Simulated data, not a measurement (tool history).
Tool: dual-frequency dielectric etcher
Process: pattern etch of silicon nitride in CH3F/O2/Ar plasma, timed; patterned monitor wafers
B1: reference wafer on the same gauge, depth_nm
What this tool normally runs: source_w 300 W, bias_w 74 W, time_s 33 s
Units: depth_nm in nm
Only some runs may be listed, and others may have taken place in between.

{"run": 1, "hour": 0.0, "source_w": 300, "bias_w": 74, "time_s": 33, "B1": 26.71, "depth_nm": 22.64}
{"run": 2, "hour": 14.0, "source_w": 300, "bias_w": 74, "time_s": 33, "B1": 26.68, "depth_nm": 22.84}
{"run": 3, "hour": 31.3, "source_w": 300, "bias_w": 74, "time_s": 33, "B1": 26.71, "depth_nm": 22.76}
{"run": 4, "hour": 46.8, "source_w": 300, "bias_w": 74, "time_s": 33, "B1": 26.71, "depth_nm": 22.58}
{"run": 5, "hour": 62.5, "source_w": 300, "bias_w": 74, "time_s": 33, "B1": 26.69, "depth_nm": 22.67}
{"run": 6, "hour": 68.6, "source_w": 300, "bias_w": 74, "time_s": 33, "B1": 26.71, "depth_nm": 22.58}
{"hour": 102.3, "done": "gauge calibrated"}
{"hour": 106.0, "done": "upper electrode replaced"}
{"run": 7, "hour": 106.5, "source_w": 300, "bias_w": 74, "time_s": 33, "B1": 26.71, "depth_nm": 22.58}
{"run": 8, "hour": 106.8, "source_w": 300, "bias_w": 83, "time_s": 33, "B1": 26.7, "depth_nm": 23.79}
{"run": 9, "hour": 107.1, "source_w": 300, "bias_w": 83, "time_s": 33, "B1": 26.7, "depth_nm": 23.54}
{"run": 10, "hour": 117.7, "source_w": 300, "bias_w": 59, "time_s": 36, "B1": 26.69, "depth_nm": 22.47}
{"hour": 127.1, "done": "bias power generator calibrated"}
{"run": 11, "hour": 127.6, "source_w": 300, "bias_w": 74, "time_s": 33, "B1": 26.7, "depth_nm": 22.63}
{"run": 12, "hour": 143.4, "source_w": 300, "bias_w": 74, "time_s": 33, "B1": 26.67, "depth_nm": 22.43}
{"run": 13, "hour": 152.5, "source_w": 360, "bias_w": 60, "time_s": 35.5, "B1": 26.69, "depth_nm": 23.65}
{"run": 14, "hour": 160.0, "source_w": 300, "bias_w": 74, "time_s": 33, "B1": 26.67, "depth_nm": 22.52}
{"hour": 169.0, "done": "source power generator calibrated"}
{"hour": 185.3, "done": "wet clean of the chamber"}
{"run": 15, "hour": 185.8, "source_w": 300, "bias_w": 74, "time_s": 33, "B1": 26.71, "depth_nm": 23.73}
{"run": 16, "hour": 186.1, "source_w": 240, "bias_w": 62, "time_s": 36.5, "B1": 26.71, "depth_nm": 22.64}
{"run": 17, "hour": 228.3, "source_w": 300, "bias_w": 74, "time_s": 29.5, "B1": 26.68, "depth_nm": 21.01}
{"run": 18, "hour": 241.1, "source_w": 220, "bias_w": 60, "time_s": 29.5, "B1": 26.68, "depth_nm": 17.43}
{"run": 19, "hour": 256.3, "source_w": 320, "bias_w": 74, "time_s": 24.5, "B1": 26.71, "depth_nm": 17.84}

Alternative continuations, all from the tool just after run 19; predict every row:
{"run": "A", "hour": 256.7, "source_w": 300, "bias_w": 74, "time_s": 33, "B1": "?", "depth_nm": "?"}
{"run": "B", "hour": 256.7, "source_w": 240, "bias_w": 82, "time_s": 28.5, "B1": "?", "depth_nm": "?"}
{"run": "C", "hour": 256.7, "source_w": 300, "bias_w": 84, "time_s": 29, "B1": "?", "depth_nm": "?"}
{"run": "D", "hour": 256.7, "source_w": 270, "bias_w": 61, "time_s": 40.5, "B1": "?", "depth_nm": "?"}

run=A B1=26.69 depth_nm=23.64
run=B B1=26.69 depth_nm=19.73
run=C B1=26.69 depth_nm=21.83
run=D B1=26.69 depth_nm=25.97
Stripped of hidden state, with their random variation kept, the same runs would have yielded:
run=A depth_nm=23.87
run=B depth_nm=19.92
run=C depth_nm=22.05
run=D depth_nm=26.23
